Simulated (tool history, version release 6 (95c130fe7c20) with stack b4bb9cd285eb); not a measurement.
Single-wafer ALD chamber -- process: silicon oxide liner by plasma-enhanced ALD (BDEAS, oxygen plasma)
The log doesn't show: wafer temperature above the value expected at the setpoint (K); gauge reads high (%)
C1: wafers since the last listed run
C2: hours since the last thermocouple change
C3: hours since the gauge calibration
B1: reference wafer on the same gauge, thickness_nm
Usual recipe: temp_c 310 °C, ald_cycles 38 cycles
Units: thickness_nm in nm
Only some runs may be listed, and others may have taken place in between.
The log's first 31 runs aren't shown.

Run 32, day 109.5: usual settings but temp_c 315 °C, ald_cycles 35 cycles; C1 456; C2 794.2; C3 333; B1 3.433. Result: thickness_nm 3.344 nm.
Run 33, day 111.108: usual settings but temp_c 303 °C, ald_cycles 40 cycles; C1 452; C2 832.8; C3 371.6; B1 3.43. Result: thickness_nm 3.904 nm.
Run 34, day 113.404: usual settings but temp_c 317 °C; C1 646; C2 887.9; C3 426.7; B1 3.436. Result: thickness_nm 3.654 nm.
Run 35, day 115.196: usual settings but temp_c 323 °C, ald_cycles 44 cycles; C1 504; C2 930.9; C3 469.7; B1 3.428. Result: thickness_nm 4.181 nm.
Run 36, day 117.071: usual settings but temp_c 314 °C, ald_cycles 41 cycles; C1 527; C2 975.9; C3 514.7; B1 3.434. Result: thickness_nm 3.955 nm.
Run 37, day 121.321: usual settings; C1 1196; C2 1077.9; C3 616.7; B1 3.438. Result: thickness_nm 3.689 nm.
Run 38, day 125.792: usual settings but temp_c 295 °C, ald_cycles 34 cycles; C1 1258; C2 1185.2; C3 724; B1 3.436. Result: thickness_nm 3.363 nm.
Run 39, day 130.121: usual settings but temp_c 305 °C, ald_cycles 34 cycles; C1 1218; C2 1289.1; C3 827.9; B1 3.443. Result: thickness_nm 3.314 nm.
Run 40, day 132.283: usual settings but temp_c 317 °C, ald_cycles 35 cycles; C1 608; C2 1341; C3 879.8; B1 3.441. Result: thickness_nm 3.348 nm.

Each row is a separate what-if for the run after 40, all from the same tool condition, not one after another. Results?
Run A, day 132.304: usual settings; C1 5; C2 1341.5; C3 880.3; B1 ?. Result: thickness_nm ?.
Run B, day 132.304: usual settings but temp_c 298 °C, ald_cycles 35 cycles; C1 5; C2 1341.5; C3 880.3; B1 ?. Result: thickness_nm ?.
Run C, day 132.304: usual settings but temp_c 296 °C, ald_cycles 34 cycles; C1 5; C2 1341.5; C3 880.3; B1 ?. Result: thickness_nm ?.

run     B1  thickness_nm
  A  3.443         3.691
  B  3.443         3.455
  C  3.443         3.378
The same runs, with their run-to-run variation unchanged, on a tool lacking any hidden condition would have given:
run  thickness_nm
  A         3.668
  B         3.433
  C         3.357

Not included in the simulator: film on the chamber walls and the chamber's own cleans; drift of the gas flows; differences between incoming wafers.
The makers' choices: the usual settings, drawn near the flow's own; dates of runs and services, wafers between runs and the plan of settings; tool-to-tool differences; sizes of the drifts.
